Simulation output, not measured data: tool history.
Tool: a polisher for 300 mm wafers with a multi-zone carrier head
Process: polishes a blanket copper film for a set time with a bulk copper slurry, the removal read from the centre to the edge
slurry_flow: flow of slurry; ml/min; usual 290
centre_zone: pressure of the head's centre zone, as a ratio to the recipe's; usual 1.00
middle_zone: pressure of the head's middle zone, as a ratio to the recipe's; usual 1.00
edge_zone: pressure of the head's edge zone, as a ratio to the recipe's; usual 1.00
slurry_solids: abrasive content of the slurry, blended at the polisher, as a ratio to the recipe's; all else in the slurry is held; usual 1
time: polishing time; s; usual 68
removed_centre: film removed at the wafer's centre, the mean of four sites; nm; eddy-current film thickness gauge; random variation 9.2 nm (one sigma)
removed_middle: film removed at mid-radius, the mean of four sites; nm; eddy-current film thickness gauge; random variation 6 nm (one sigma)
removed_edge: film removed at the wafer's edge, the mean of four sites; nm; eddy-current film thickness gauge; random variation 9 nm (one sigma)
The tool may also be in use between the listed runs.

| run | hour | slurry_flow | centre_zone | middle_zone | edge_zone | slurry_solids | time | incoming thickness of the incoming film, nm | removed_centre | removed_middle | removed_edge |
|---|---|---|---|---|---|---|---|---|---|---|---|
| 1 | 0.0 | 325 | 1.00 | 1.06 | 1.00 | 1 | 68 | 3703.5 | 788.1 | 804.4 | 765.1 |
| 2 | 34.5 | 325 | 1.00 | 1.06 | 1.00 | 1 | 68 | 3745.1 | 723.0 | 766.8 | 728.6 |
| 3 | 50.9 | 325 | 1.00 | 1.06 | 1.00 | 1 | 68 | 3743.0 | 704.1 | 759.7 | 718.3 |
|  | 59.3 | centre zone pressure recalibrated |
|  | 65.1 | worn pad replaced by a new one |
| 4 | 65.6 | 290 | 1.00 | 1.00 | 1.00 | 1 | 68 | 3705.7 | 773.1 | 777.5 | 790.3 |
| 5 | 70.3 | 290 | 1.00 | 1.00 | 1.00 | 1 | 68 | 3671.8 | 776.2 | 781.3 | 780.2 |
| 6 | 79.4 | 290 | 1.00 | 1.00 | 1.00 | 1 | 68 | 3795.6 | 759.2 | 762.8 | 766.6 |
| 7 | 89.8 | 290 | 1.08 | 1.00 | 1.00 | 1 | 68 | 3763.3 | 809.5 | 754.4 | 763.9 |
|  | 106.6 | carrier head's membrane replaced by a new one |
| 8 | 136.3 | 290 | 1.08 | 1.00 | 1.04 | 1 | 56 | 3700.0 | 623.0 | 583.7 | 591.2 |
|  | 143.1 | slurry nozzle cleaned |
| 9 | 148.1 | 315 | 1.06 | 0.97 | 0.89 | 1 | 68 | 3717.2 | 783.7 | 729.3 | 704.9 |
| 10 | 156.4 | 290 | 1.00 | 1.00 | 1.00 | 1 | 68 | 3703.6 | 736.8 | 726.1 | 725.9 |
|  | 168.4 | worn pad replaced by a new one |
| 11 | 170.4 | 290 | 1.08 | 1.00 | 1.04 | 1 | 56 | 3756.1 | 723.7 | 669.5 | 671.2 |
| 12 | 177.3 | 290 | 0.90 | 0.88 | 1.00 | 1 | 68 | 3726.7 | 718.0 | 722.0 | 801.7 |
|  | 187.0 | edge zone pressure recalibrated |
| 13 | 188.0 | 290 | 1.00 | 0.92 | 1.00 | 1 | 45 | 3757.8 | 523.4 | 485.9 | 516.0 |
| 14 | 205.7 | 330 | 1.00 | 1.00 | 0.91 | 1 | 79 | 3741.7 | 919.8 | 912.1 | 856.2 |
| 15 | 231.2 | 290 | 0.95 | 1.10 | 1.00 | 1 | 68 | 3739.6 | 724.7 | 809.8 | 731.4 |

Run 16 comes next. What will it give?
| 16 | 248.2 | 290 | 1.00 | 0.89 | 1.00 | 1 | 68 | 3759.0 | ? | ? | ? |

removed_centre: 744.1 nm
removed_middle: 652.7 nm
removed_edge: 739.7 nm
Without the tool's hidden state the same run would have given removed_centre 842.6 nm, removed_middle 738.4 nm, removed_edge 834.8 nm.

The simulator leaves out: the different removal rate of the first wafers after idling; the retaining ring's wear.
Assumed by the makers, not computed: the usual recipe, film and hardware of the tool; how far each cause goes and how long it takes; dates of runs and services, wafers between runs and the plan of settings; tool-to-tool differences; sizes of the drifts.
